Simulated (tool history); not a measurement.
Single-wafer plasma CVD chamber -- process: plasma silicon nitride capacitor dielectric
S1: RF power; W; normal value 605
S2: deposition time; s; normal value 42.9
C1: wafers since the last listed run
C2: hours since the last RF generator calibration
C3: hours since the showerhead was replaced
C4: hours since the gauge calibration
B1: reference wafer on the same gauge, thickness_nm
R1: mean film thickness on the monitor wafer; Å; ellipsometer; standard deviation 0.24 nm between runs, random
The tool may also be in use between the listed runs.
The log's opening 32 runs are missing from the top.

run	hour	S1	S2	C1	C2	C3	C4	B1	R1
33	1515.2	495	48.1	438	619.3	1071.4	300.4	72.074	764.32
34	1567.0	645	48.9	670	671.1	1123.2	352.2	72.004	822.71
35	1619.4	710	48.8	677	723.5	1175.6	404.6	71.998	832.23
36	1681.9	605	42.9	808	786.0	1238.1	467.1	72.024	707.88
37	1718.8	515	48.3	477	822.9	1275.0	504.0	72.046	775.71
38	1774.5	490	49.3	720	878.6	1330.7	559.7	71.953	778.92
39	1820.8	605	42.9	599	924.9	1377.0	606.0	71.987	711.91
40	1858.5	605	42.9	487	962.6	1414.7	643.7	71.928	707.25
41	1908.7	605	42.9	649	1012.8	1464.9	693.9	72.055	708.07
42	1945.8	605	42.9	479	1049.9	1502.0	731.0	71.980	709.06
43	2015.3	605	42.9	899	1119.4	1571.5	800.5	72.092	707.60

Below are 5 alternative next runs, each starting from the tool's condition after run 43. Predict each:
A	2015.7	605	42.9	5	1119.8	1571.9	800.9	?	?
B	2015.7	605	50.8	5	1119.8	1571.9	800.9	?	?
C	2015.7	645	47.5	5	1119.8	1571.9	800.9	?	?
D	2015.7	725	42.9	5	1119.8	1571.9	800.9	?	?
E	2015.7	705	42.9	5	1119.8	1571.9	800.9	?	?

run	B1	R1
A	71.994	708.25
B	71.994	838.67
C	71.994	794.75
D	71.994	736.02
E	71.994	731.56
Stripped of hidden state, with their random variation kept, the same runs would have yielded:
run	R1
A	713.93
B	845.40
C	801.13
D	741.92
E	737.43

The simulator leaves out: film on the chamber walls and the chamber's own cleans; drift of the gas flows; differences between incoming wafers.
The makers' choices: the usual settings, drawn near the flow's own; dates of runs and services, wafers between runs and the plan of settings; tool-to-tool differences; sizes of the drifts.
